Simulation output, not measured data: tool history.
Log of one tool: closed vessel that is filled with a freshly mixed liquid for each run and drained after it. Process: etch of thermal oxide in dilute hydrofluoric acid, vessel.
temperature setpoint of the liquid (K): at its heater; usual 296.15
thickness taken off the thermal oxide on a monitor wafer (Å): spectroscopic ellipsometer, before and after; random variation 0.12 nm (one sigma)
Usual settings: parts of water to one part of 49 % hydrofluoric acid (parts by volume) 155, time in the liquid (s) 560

run   hour  temperature setpoint of the liquid (K)  parts of water to one part of 49 % hydrofluoric acid (parts by volume)  time in the liquid (s)  wafers since the last listed run  hours since the thermometer was replaced  hours since the hydrofluoric acid flow meter was replaced  hours since the gauge calibration  read-back film thickness of the thermal oxide reference wafer, read on the same gauge (nm)  thickness taken off the thermal oxide on a monitor wafer (Å)
  1    0.0                                  296.15                                                                     155                     560                                 0                                    2369.7                                                     1528.1                              302.7                                                                                      120.00                                                         161.3
  2   57.0                                  296.15                                                                     155                     560                              2360                                    2426.7                                                     1585.1                              359.7                                                                                      119.99                                                         159.8
  3   86.5                                  296.15                                                                     155                     560                              1221                                    2456.2                                                     1614.6                              389.2                                                                                      120.00                                                         160.5
  4  157.7                                  296.15                                                                     155                     415                              2948                                    2527.4                                                     1685.8                              460.4                                                                                      120.00                                                         119.7
  5  190.9                                  296.15                                                                     155                     415                              1374                                    2560.6                                                     1719.0                              493.6                                                                                      120.02                                                         118.6
     240.6  -- thermometer replaced
  6  263.9                                  296.15                                                                     155                     560                              2981                                      23.3                                                     1792.0                              566.6                                                                                      119.99                                                         160.7
  7  317.0                                  296.15                                                                     155                     560                              2198                                      76.4                                                     1845.1                              619.7                                                                                      120.01                                                         160.5
  8  372.7                                  299.15                                                                     100                     560                              2306                                     132.1                                                     1900.8                              675.4                                                                                      120.01                                                         296.1
     380.6  -- gauge calibrated
  9  420.5                                  296.15                                                                     155                     400                              1979                                     179.9                                                     1948.6                               39.9                                                                                      119.98                                                         114.4
 10  450.2                                  291.65                                                                     155                     310                              1229                                     209.6                                                     1978.3                               69.6                                                                                      119.99                                                          74.5
     483.6  -- hydrofluoric acid flow meter replaced
 11  486.4                                  296.15                                                                     155                     560                              1457                                     245.8                                                        2.8                              105.8                                                                                      120.00                                                         161.3
 12  549.1                                  296.15                                                                     155                     560                              2596                                     308.5                                                       65.5                              168.5                                                                                      119.98                                                         159.0
 13  613.9                                  296.15                                                                     155                     880                              2683                                     373.3                                                      130.3                              233.3                                                                                      120.01                                                         251.2
 14  670.6                                  296.15                                                                     215                     860                              2347                                     430.0                                                      187.0                              290.0                                                                                      119.98                                                         164.6
 15  735.6                                  296.15                                                                     155                     650                              2691                                     495.0                                                      252.0                              355.0                                                                                      120.03                                                         186.3

What the log doesn't show, run by run:
liquid colder than its thermometer reads (K): 0 in every run
hydrofluoric acid flow below the setpoint (%): 0 in every run
gauge reads high (%): 0 in every run
